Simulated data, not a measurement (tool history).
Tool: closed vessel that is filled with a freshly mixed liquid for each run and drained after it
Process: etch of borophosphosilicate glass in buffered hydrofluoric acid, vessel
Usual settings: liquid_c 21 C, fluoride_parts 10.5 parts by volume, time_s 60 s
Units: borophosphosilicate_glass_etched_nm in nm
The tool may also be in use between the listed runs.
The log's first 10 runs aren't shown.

| run | hour | liquid_c | fluoride_parts | time_s | wafers since the last listed run | hours since the thermometer was replaced | hours since the hydrofluoric acid flow meter was replaced | hours since the gauge calibration | read-back film thickness of the borophosphosilicate glass reference wafer, read on the same gauge (nm) | borophosphosilicate_glass_etched_nm |
|---|---|---|---|---|---|---|---|---|---|---|
|  | 571.4 | thermometer replaced |
| 11 | 645.7 | 21 | 10.5 | 60 | 9422 | 74.3 | 556.3 | 771 | 89.98 | 73.47 |
| 12 | 682.3 | 23.5 | 12.5 | 70 | 3918 | 110.9 | 592.9 | 807.6 | 89.97 | 83.91 |
| 13 | 733.3 | 24 | 10.5 | 60 | 5460 | 161.9 | 643.9 | 858.6 | 89.97 | 87.37 |
|  | 757.3 | hydrofluoric acid flow meter replaced |
| 14 | 801.1 | 25 | 9.5 | 40 | 7152 | 229.7 | 43.8 | 926.4 | 90.01 | 66.15 |
| 15 | 867.6 | 22.5 | 10.5 | 30 | 7120 | 296.2 | 110.3 | 992.9 | 90.04 | 39.6 |
| 16 | 963.8 | 22.5 | 7 | 40 | 10300 | 392.4 | 206.5 | 1089.1 | 89.98 | 77.32 |
| 17 | 1008.6 | 21 | 10.5 | 60 | 4796 | 437.2 | 251.3 | 1133.9 | 89.94 | 72.25 |
| 18 | 1075.1 | 22.5 | 6.5 | 45 | 7120 | 503.7 | 317.8 | 1200.4 | 90 | 93.27 |
| 19 | 1127.1 | 21 | 10.5 | 60 | 5567 | 555.7 | 369.8 | 1252.4 | 89.97 | 72.13 |
| 20 | 1205.7 | 21 | 10.5 | 60 | 8415 | 634.3 | 448.4 | 1331 | 90 | 72.59 |
| 21 | 1312 | 21 | 10.5 | 60 | 11381 | 740.6 | 554.7 | 1437.3 | 89.95 | 71.89 |
|  | 1375.4 | hydrofluoric acid flow meter replaced |
| 22 | 1406.8 | 21 | 12.5 | 80 | 10043 | 835.4 | 31.4 | 1532.1 | 89.98 | 80.47 |
| 23 | 1511.2 | 21 | 10.5 | 60 | 11178 | 939.8 | 135.8 | 1636.5 | 90.02 | 71.96 |
| 24 | 1601.4 | 21 | 10.5 | 60 | 9657 | 1030 | 226 | 1726.7 | 90 | 71.51 |
| 25 | 1650.3 | 18 | 12 | 30 | 5235 | 1078.9 | 274.9 | 1775.6 | 89.99 | 26.27 |
| 26 | 1713.3 | 25 | 7.5 | 60 | 6745 | 1141.9 | 337.9 | 1838.6 | 90.02 | 120.23 |
| 27 | 1777.1 | 21 | 10.5 | 60 | 6831 | 1205.7 | 401.7 | 1902.4 | 90.04 | 70.35 |
| 28 | 1871.8 | 21 | 6.5 | 60 | 10139 | 1300.4 | 496.4 | 1997.1 | 90.03 | 110.33 |
| 29 | 1934 | 25 | 6.5 | 85 | 6659 | 1362.6 | 558.6 | 2059.3 | 89.99 | 193.8 |
| 30 | 2021.8 | 25.5 | 13 | 90 | 9400 | 1450.4 | 646.4 | 2147.1 | 90.02 | 105.28 |

5 ways to go on from here, each from the tool as it stands after run 30. What would each give?
| A | 2022.5 | 21 | 10.5 | 60 | 74 | 1451.1 | 647.1 | 2147.8 | ? | ? |
| B | 2022.5 | 24.5 | 8 | 60 | 74 | 1451.1 | 647.1 | 2147.8 | ? | ? |
| C | 2022.5 | 17.5 | 7 | 60 | 74 | 1451.1 | 647.1 | 2147.8 | ? | ? |
| D | 2022.5 | 23.5 | 10.5 | 35 | 74 | 1451.1 | 647.1 | 2147.8 | ? | ? |
| E | 2022.5 | 19.5 | 10.5 | 85 | 74 | 1451.1 | 647.1 | 2147.8 | ? | ? |

| run | read-back film thickness of the borophosphosilicate glass reference wafer, read on the same gauge (nm) | borophosphosilicate_glass_etched_nm |
|---|---|---|
| A | 90.02 | 69.47 |
| B | 90.02 | 107.45 |
| C | 90.02 | 84.48 |
| D | 90.02 | 46.5 |
| E | 90.02 | 90.53 |
Without the tool's hidden state the same runs would have given:
| run | borophosphosilicate_glass_etched_nm |
|---|---|
| A | 75.38 |
| B | 116.37 |
| C | 91.8 |
| D | 50.39 |
| E | 98.31 |

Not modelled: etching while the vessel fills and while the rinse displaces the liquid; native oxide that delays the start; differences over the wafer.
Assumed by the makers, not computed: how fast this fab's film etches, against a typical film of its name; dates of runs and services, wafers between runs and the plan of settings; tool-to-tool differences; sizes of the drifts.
